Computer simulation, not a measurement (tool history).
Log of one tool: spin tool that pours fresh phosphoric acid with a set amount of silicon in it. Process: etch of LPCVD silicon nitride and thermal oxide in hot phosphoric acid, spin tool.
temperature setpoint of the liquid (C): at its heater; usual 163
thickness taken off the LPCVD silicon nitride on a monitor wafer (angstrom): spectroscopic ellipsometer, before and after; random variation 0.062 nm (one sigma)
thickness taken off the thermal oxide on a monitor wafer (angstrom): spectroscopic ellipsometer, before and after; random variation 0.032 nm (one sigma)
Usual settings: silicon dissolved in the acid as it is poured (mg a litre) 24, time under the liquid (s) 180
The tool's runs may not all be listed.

run,day,temperature setpoint of the liquid (C),silicon dissolved in the acid as it is poured (mg a litre),time under the liquid (s),wafers since the last listed run,hours since the thermometer was replaced,hours since the dissolved silicon flow meter was replaced,hours since the heated supply line was repaired,hours since the gauge calibration,"read-back film thickness of the LPCVD silicon nitride reference wafer, read on the same gauge (nm)","read-back film thickness of the thermal oxide reference wafer, read on the same gauge (nm)",thickness taken off the LPCVD silicon nitride on a monitor wafer (angstrom),thickness taken off the thermal oxide on a monitor wafer (angstrom)
1,0,163,24,180,0,2340.4,1028.9,3033.9,154,39.66,138.876,159,3.65
2,0.908,163,24,180,153,2362.2,1050.7,3055.7,175.8,39.64,138.757,159.5,3.87
3,1.488,163,24,180,97,2376.1,1064.6,3069.6,189.7,39.6,138.676,160.1,3.1
4,2.404,163,24,180,154,2398.1,1086.6,3091.6,211.7,39.57,138.562,160.2,3.6
5,3.333,163,24,130,156,2420.4,1108.9,3113.9,234,39.57,138.428,114.1,2.59
# day 3.858: thermometer replaced
6,4.421,163,24,130,176,13.5,1135,3140,260.1,39.5,138.28,114.5,2.5
7,4.971,163,24,180,92,26.7,1148.2,3153.2,273.3,39.49,138.207,159.1,2.65
8,5.917,166,8.5,115,159,49.4,1170.9,3175.9,296,39.45,138.083,111.8,3.82

The next listed run, before its measurement:
9,6.692,165.5,24,135,130,68,1189.5,3194.5,314.6,?,?,?,?

{"run 9": {"read-back film thickness of the LPCVD silicon nitride reference wafer, read on the same gauge (nm)": 39.43, "read-back film thickness of the thermal oxide reference wafer, read on the same gauge (nm)": 137.949, "thickness taken off the LPCVD silicon nitride on a monitor wafer (angstrom)": 128.5, "thickness taken off the thermal oxide on a monitor wafer (angstrom)": 3.19}}
Without the tool's hidden state the same run would have given thickness taken off the LPCVD silicon nitride on a monitor wafer (angstrom) 130.4, thickness taken off the thermal oxide on a monitor wafer (angstrom) 3.24.
